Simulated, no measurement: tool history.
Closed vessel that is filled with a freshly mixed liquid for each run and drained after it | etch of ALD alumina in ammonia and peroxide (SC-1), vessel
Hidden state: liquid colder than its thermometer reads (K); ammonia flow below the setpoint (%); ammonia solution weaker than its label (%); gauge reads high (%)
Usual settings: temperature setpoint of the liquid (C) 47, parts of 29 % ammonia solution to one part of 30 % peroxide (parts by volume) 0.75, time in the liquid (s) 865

| run | day | temperature setpoint of the liquid (C) | parts of 29 % ammonia solution to one part of 30 % peroxide (parts by volume) | time in the liquid (s) | wafers since the last listed run | hours since the thermometer was replaced | hours since the ammonia flow meter was replaced | hours since the drum of ammonia solution was connected | hours since the gauge calibration | read-back film thickness of the ALD alumina reference wafer, read on the same gauge (nm) | thickness taken off the ALD alumina on a monitor wafer (Å) |
|---|---|---|---|---|---|---|---|---|---|---|---|
| 1 | 0 | 47 | 0.85 | 865 | 0 | 3014 | 2255.4 | 116.5 | 457.4 | 49.98 | 227.6 |
| 2 | 0.483 | 47 | 0.75 | 865 | 929 | 3025.6 | 2267 | 128.1 | 469 | 49.97 | 223.7 |
| 3 | 1.012 | 47 | 0.75 | 865 | 1017 | 3038.3 | 2279.7 | 140.8 | 481.7 | 50.01 | 224.6 |
| 4 | 1.571 | 47 | 0.75 | 560 | 1073 | 3051.7 | 2293.1 | 154.2 | 495.1 | 50.01 | 145 |
| 5 | 2.058 | 47 | 0.75 | 560 | 937 | 3063.4 | 2304.8 | 165.9 | 506.8 | 49.98 | 144.9 |
|  | 2.388 | thermometer replaced |
| 6 | 2.612 | 47 | 0.75 | 560 | 985 | 5.4 | 2318.1 | 179.2 | 520.1 | 50 | 158.7 |
|  | 3.121 | ammonia flow meter replaced |
| 7 | 3.142 | 47 | 1 | 865 | 937 | 18.1 | 0.5 | 191.9 | 532.8 | 50 | 251.1 |
|  | 3.454 | new drum of ammonia solution connected |
| 8 | 3.7 | 47 | 1 | 865 | 993 | 31.5 | 13.9 | 5.9 | 546.2 | 50.02 | 254.2 |
| 9 | 4.383 | 47 | 1.1 | 665 | 1314 | 47.9 | 30.3 | 22.3 | 562.6 | 50 | 197.4 |
| 10 | 5.117 | 51.5 | 0.75 | 865 | 1410 | 65.5 | 47.9 | 39.9 | 580.2 | 49.99 | 317.3 |
| 11 | 5.417 | 47 | 0.4 | 865 | 577 | 72.7 | 55.1 | 47.1 | 587.4 | 49.98 | 232.2 |
| 12 | 5.767 | 44 | 0.5 | 865 | 673 | 81.1 | 63.5 | 55.5 | 595.8 | 50.01 | 199.1 |
|  | 6.171 | gauge calibrated |
| 13 | 6.317 | 42.5 | 0.45 | 865 | 1057 | 94.3 | 76.7 | 68.7 | 3.5 | 49.99 | 181.5 |
| 14 | 6.762 | 47 | 0.9 | 640 | 857 | 105 | 87.4 | 79.4 | 14.2 | 50.02 | 184.2 |
| 15 | 7.258 | 47 | 0.4 | 865 | 953 | 116.9 | 99.3 | 91.3 | 26.1 | 50.01 | 230.7 |
| 16 | 7.996 | 47 | 0.45 | 865 | 1418 | 134.6 | 117 | 109 | 43.8 | 49.99 | 232.9 |
| 17 | 8.442 | 38 | 0.75 | 665 | 857 | 145.3 | 127.7 | 119.7 | 54.5 | 50.02 | 111.7 |
| 18 | 8.779 | 47 | 0.75 | 865 | 649 | 153.4 | 135.8 | 127.8 | 62.6 | 50 | 244.1 |

Forecast run 19:
| 19 | 9.179 | 54 | 0.65 | 1250 | 769 | 163 | 145.4 | 137.4 | 72.2 | ? | ? |

Run 19 gave read-back film thickness of the ALD alumina reference wafer, read on the same gauge (nm) 49.99, thickness taken off the ALD alumina on a monitor wafer (Å) 510.9.
Without the tool's hidden state the same run would have given thickness taken off the ALD alumina on a monitor wafer (Å) 521.8.
